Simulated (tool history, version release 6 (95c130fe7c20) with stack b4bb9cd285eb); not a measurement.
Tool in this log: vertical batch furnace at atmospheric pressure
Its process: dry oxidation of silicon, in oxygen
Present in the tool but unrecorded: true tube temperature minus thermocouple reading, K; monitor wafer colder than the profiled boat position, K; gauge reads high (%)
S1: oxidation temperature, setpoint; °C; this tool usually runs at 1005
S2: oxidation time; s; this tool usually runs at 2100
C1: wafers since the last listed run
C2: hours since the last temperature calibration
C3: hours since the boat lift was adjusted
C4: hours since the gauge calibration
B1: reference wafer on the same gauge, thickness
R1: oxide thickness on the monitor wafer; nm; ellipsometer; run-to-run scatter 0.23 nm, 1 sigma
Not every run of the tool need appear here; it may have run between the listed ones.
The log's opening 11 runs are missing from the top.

| run | hour | S1 | S2 | C1 | C2 | C3 | C4 | B1 | R1 |
|---|---|---|---|---|---|---|---|---|---|
|  | 998.7 | gauge calibrated |
| 12 | 1029 | 1005 | 1440 | 543 | 247.7 | 2617.2 | 30.3 | 37.32 | 32.98 |
| 13 | 1128.3 | 1005 | 1440 | 1434 | 347 | 2716.5 | 129.6 | 37.21 | 32.76 |
| 14 | 1213.2 | 1005 | 2370 | 1226 | 431.9 | 2801.4 | 214.5 | 37.36 | 43.03 |
| 15 | 1298 | 1005 | 2100 | 1225 | 516.7 | 2886.2 | 299.3 | 37.34 | 40.24 |
| 16 | 1369.4 | 1005 | 2580 | 1031 | 588.1 | 2957.6 | 370.7 | 37.33 | 45.03 |
| 17 | 1415.5 | 998 | 1110 | 666 | 634.2 | 3003.7 | 416.8 | 37.36 | 27.49 |
| 18 | 1512.7 | 1005 | 2100 | 1404 | 731.4 | 3100.9 | 514 | 37.3 | 40.21 |
| 19 | 1581.1 | 987 | 2100 | 988 | 799.8 | 3169.3 | 582.4 | 37.37 | 34.28 |
|  | 1606.7 | boat lift adjusted |
| 20 | 1641.8 | 981 | 2670 | 530 | 860.5 | 35.1 | 643.1 | 37.24 | 37.47 |
| 21 | 1677.9 | 1005 | 2460 | 521 | 896.6 | 71.2 | 679.2 | 37.27 | 43.85 |
| 22 | 1762.3 | 1005 | 1620 | 1219 | 981 | 155.6 | 763.6 | 37.32 | 35.34 |

Predict the results of run 23:
| 23 | 1800.6 | 1005 | 2100 | 553 | 1019.3 | 193.9 | 801.9 | ? | ? |

{"run 23": {"B1": 37.27, "R1": 40.72}}
Without the tool's hidden state the same run would have given R1 39.89 nm.
